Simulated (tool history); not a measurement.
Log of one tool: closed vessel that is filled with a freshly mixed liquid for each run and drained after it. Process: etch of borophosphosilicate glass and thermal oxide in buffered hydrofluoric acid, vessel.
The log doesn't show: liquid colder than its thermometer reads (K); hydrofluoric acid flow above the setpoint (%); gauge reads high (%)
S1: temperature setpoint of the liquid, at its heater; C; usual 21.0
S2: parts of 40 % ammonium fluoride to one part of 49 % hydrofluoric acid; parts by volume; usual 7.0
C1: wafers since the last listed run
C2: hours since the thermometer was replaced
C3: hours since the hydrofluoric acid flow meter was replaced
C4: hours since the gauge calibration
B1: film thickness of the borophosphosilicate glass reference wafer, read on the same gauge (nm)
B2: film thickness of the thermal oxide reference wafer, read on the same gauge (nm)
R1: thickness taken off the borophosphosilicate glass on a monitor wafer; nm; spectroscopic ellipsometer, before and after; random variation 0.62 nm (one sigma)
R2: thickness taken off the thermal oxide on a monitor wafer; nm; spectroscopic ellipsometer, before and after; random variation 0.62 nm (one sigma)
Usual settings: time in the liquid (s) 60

Run 1, hour 0.0: usual settings but S2 9.0 parts by volume, time in the liquid (s) 65; C1 0; C2 1312.0; C3 1342.0; C4 241.2; B1 29.99; B2 50.02. Result: R1 81.98 nm, R2 68.20 nm.
Run 2, hour 55.9: usual settings but S2 9.0 parts by volume, time in the liquid (s) 65; C1 3804; C2 1367.9; C3 1397.9; C4 297.1; B1 29.99; B2 49.99. Result: R1 81.17 nm, R2 69.30 nm.
Run 3, hour 97.9: usual settings; C1 2858; C2 1409.9; C3 1439.9; C4 339.1; B1 30.00; B2 50.00. Result: R1 98.09 nm, R2 81.33 nm.
Run 4, hour 162.1: usual settings but S1 18.5 C; C1 4369; C2 1474.1; C3 1504.1; C4 403.3; B1 30.02; B2 50.03. Result: R1 84.00 nm, R2 70.69 nm.
Run 5, hour 199.2: usual settings but S1 18.5 C; C1 2524; C2 1511.2; C3 1541.2; C4 440.4; B1 30.01; B2 50.02. Result: R1 83.64 nm, R2 71.32 nm.
Run 6, hour 227.0: usual settings; C1 1891; C2 1539.0; C3 1569.0; C4 468.2; B1 30.00; B2 50.01. Result: R1 97.11 nm, R2 81.62 nm.
Run 7, hour 287.0: usual settings; C1 4083; C2 1599.0; C3 1629.0; C4 528.2; B1 30.02; B2 50.01. Result: R1 96.32 nm, R2 81.30 nm.
Run 8, hour 314.1: usual settings; C1 1844; C2 1626.1; C3 1656.1; C4 555.3; B1 30.01; B2 50.00. Result: R1 95.73 nm, R2 80.23 nm.
At hour 343.2: gauge calibrated.
Run 9, hour 375.6: usual settings but S1 19.5 C; C1 4185; C2 1687.6; C3 1717.6; C4 32.4; B1 29.98; B2 50.00. Result: R1 88.37 nm, R2 75.51 nm.
Run 10, hour 428.9: usual settings but S1 19.5 C; C1 3627; C2 1740.9; C3 1770.9; C4 85.7; B1 29.98; B2 50.00. Result: R1 87.57 nm, R2 74.72 nm.
At hour 494.6: thermometer replaced.
Run 11, hour 555.7: usual settings; C1 8561; C2 61.1; C3 1897.7; C4 212.5; B1 30.00; B2 50.01. Result: R1 107.63 nm, R2 91.68 nm.
Run 12, hour 582.0: usual settings but S1 25.0 C, S2 9.5 parts by volume; C1 1789; C2 87.4; C3 1924.0; C4 238.8; B1 30.00; B2 50.00. Result: R1 98.24 nm, R2 80.82 nm.
Run 13, hour 618.8: usual settings but time in the liquid (s) 90; C1 2504; C2 124.2; C3 1960.8; C4 275.6; B1 29.99; B2 50.02. Result: R1 161.13 nm, R2 135.12 nm.
Run 14, hour 686.3: usual settings but S1 24.5 C; C1 4593; C2 191.7; C3 2028.3; C4 343.1; B1 30.01; B2 49.98. Result: R1 129.10 nm, R2 109.01 nm.
Run 15, hour 743.5: usual settings; C1 3892; C2 248.9; C3 2085.5; C4 400.3; B1 29.99; B2 50.00. Result: R1 107.71 nm, R2 90.51 nm.
At hour 769.2: hydrofluoric acid flow meter replaced.
Run 16, hour 791.9: usual settings; C1 3225; C2 297.3; C3 22.7; C4 448.7; B1 30.01; B2 50.00. Result: R1 97.13 nm, R2 82.86 nm.
Run 17, hour 842.5: usual settings; C1 3443; C2 347.9; C3 73.3; C4 499.3; B1 30.02; B2 50.00. Result: R1 96.96 nm, R2 81.85 nm.
Run 18, hour 906.5: usual settings but S1 18.5 C, time in the liquid (s) 95; C1 4355; C2 411.9; C3 137.3; C4 563.3; B1 30.00; B2 49.99. Result: R1 132.34 nm, R2 113.86 nm.
At hour 918.6: gauge calibrated.
Run 19, hour 945.2: usual settings but S1 18.5 C, time in the liquid (s) 40; C1 2633; C2 450.6; C3 176.0; C4 26.6; B1 30.00; B2 50.00. Result: R1 56.41 nm, R2 47.77 nm.
Run 20, hour 973.5: usual settings but S1 25.5 C, S2 5.5 parts by volume; C1 1925; C2 478.9; C3 204.3; C4 54.9; B1 30.04; B2 49.99. Result: R1 153.07 nm, R2 129.25 nm.

3 ways to go on from here, each from the tool as it stands after run 20. What would each give?
Run A, hour 974.2: usual settings; C1 47; C2 479.6; C3 205.0; C4 55.6; B1 ?; B2 ?. Result: R1 ?, R2 ?.
Run B, hour 974.2: usual settings but S1 25.0 C; C1 47; C2 479.6; C3 205.0; C4 55.6; B1 ?; B2 ?. Result: R1 ?, R2 ?.
Run C, hour 974.2: usual settings but S1 17.0 C, S2 6.0 parts by volume; C1 47; C2 479.6; C3 205.0; C4 55.6; B1 ?; B2 ?. Result: R1 ?, R2 ?.

run     B1     B2      R1      R2
  A  29.99  49.99   96.61   82.57
  B  29.99  49.99  120.04  102.91
  C  29.99  49.99   88.70   75.27
Without the tool's hidden state the same runs would have given:
run      R1      R2
  A   99.27   84.91
  B  123.23  105.72
  C   91.23   77.50
